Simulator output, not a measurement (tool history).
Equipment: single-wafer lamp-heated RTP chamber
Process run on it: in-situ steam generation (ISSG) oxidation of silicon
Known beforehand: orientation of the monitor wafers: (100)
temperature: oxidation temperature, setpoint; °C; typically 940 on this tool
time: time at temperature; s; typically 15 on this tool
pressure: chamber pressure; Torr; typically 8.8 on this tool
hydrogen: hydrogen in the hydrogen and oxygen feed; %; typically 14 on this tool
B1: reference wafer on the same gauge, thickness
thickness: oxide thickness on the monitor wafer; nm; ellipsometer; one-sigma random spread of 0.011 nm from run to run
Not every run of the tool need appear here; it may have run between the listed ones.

run 1 hour=0.0 | temperature=940 time=15 pressure=8.8 hydrogen=14 | B1=2.981 | thickness=3.426
run 2 hour=26.7 | temperature=940 time=15 pressure=8.8 hydrogen=14 | B1=2.979 | thickness=3.433
run 3 hour=46.7 | temperature=940 time=15 pressure=8.8 hydrogen=14 | B1=2.980 | thickness=3.424
run 4 hour=62.7 | temperature=940 time=15 pressure=8.8 hydrogen=14 | B1=2.980 | thickness=3.438
run 5 hour=87.2 | temperature=940 time=15 pressure=9.3 hydrogen=14 | B1=2.980 | thickness=3.433
run 6 hour=118.4 | temperature=940 time=15 pressure=9.3 hydrogen=14 | B1=2.982 | thickness=3.443
run 7 hour=149.7 | temperature=940 time=15 pressure=9.3 hydrogen=14 | B1=2.981 | thickness=3.454
run 8 hour=182.1 | temperature=940 time=15 pressure=8.8 hydrogen=14 | B1=2.980 | thickness=3.480
run 9 hour=198.6 | temperature=951 time=15 pressure=8.8 hydrogen=14 | B1=2.982 | thickness=3.586
-- hour=230.7 pyrometer window cleaned and pyrometer calibrated
run 10 hour=231.5 | temperature=951 time=15 pressure=8.8 hydrogen=14 | B1=2.980 | thickness=3.496
run 11 hour=263.0 | temperature=951 time=15 pressure=8.8 hydrogen=14 | B1=2.983 | thickness=3.523
run 12 hour=342.1 | temperature=940 time=15 pressure=8.8 hydrogen=14 | B1=2.981 | thickness=3.453
run 13 hour=365.5 | temperature=940 time=10 pressure=9.3 hydrogen=23 | B1=2.983 | thickness=3.298
-- hour=379.5 hydrogen flow controller replaced
run 14 hour=397.3 | temperature=929 time=15 pressure=8.8 hydrogen=14 | B1=2.981 | thickness=3.365
run 15 hour=418.0 | temperature=940 time=15 pressure=8.8 hydrogen=14 | B1=2.981 | thickness=3.450
run 16 hour=448.7 | temperature=940 time=15 pressure=8.8 hydrogen=14 | B1=2.985 | thickness=3.469
run 17 hour=462.9 | temperature=940 time=15 pressure=8.8 hydrogen=11 | B1=2.977 | thickness=3.293
-- hour=487.0 pyrometer window cleaned and pyrometer calibrated
-- hour=488.7 pressure gauge zeroed
run 18 hour=489.2 | temperature=940 time=15 pressure=8.0 hydrogen=14 | B1=2.980 | thickness=3.420
-- hour=495.6 gauge calibrated
run 19 hour=501.6 | temperature=948 time=15 pressure=9.3 hydrogen=14 | B1=2.981 | thickness=3.462
run 20 hour=533.1 | temperature=949 time=15 pressure=8.8 hydrogen=19 | B1=2.979 | thickness=3.730
run 21 hour=567.8 | temperature=926 time=15 pressure=9.3 hydrogen=14 | B1=2.980 | thickness=3.285
run 22 hour=598.3 | temperature=959 time=15 pressure=9.4 hydrogen=11 | B1=2.982 | thickness=3.409
run 23 hour=632.7 | temperature=940 time=15 pressure=7.3 hydrogen=14 | B1=2.980 | thickness=3.444
run 24 hour=722.7 | temperature=940 time=15 pressure=8.8 hydrogen=14 | B1=2.982 | thickness=3.446
run 25 hour=741.2 | temperature=940 time=15 pressure=8.8 hydrogen=14 | B1=2.977 | thickness=3.467

The tool's hidden state at each run:
true pressure minus gauge reading, Torr: 0 at every run
deviation of the hydrogen flow from its setpoint, %: 0 at every run
gauge reads high (%): 0 at every run
H1: true wafer temperature minus pyrometer reading, K
run=1 H1=2.86
run=2 H1=3.63
run=3 H1=4.21
run=4 H1=4.67
run=5 H1=5.38
run=6 H1=6.28
run=7 H1=7.19
run=8 H1=8.12
run=9 H1=8.6
run=10 H1=0.762
run=11 H1=1.67
run=12 H1=3.96
run=13 H1=4.63
run=14 H1=5.55
run=15 H1=6.15
run=16 H1=7.04
run=17 H1=7.45
run=18 H1=0.52
run=19 H1=0.878
run=20 H1=1.79
run=21 H1=2.79
run=22 H1=3.67
run=23 H1=4.67
run=24 H1=7.27
run=25 H1=7.8
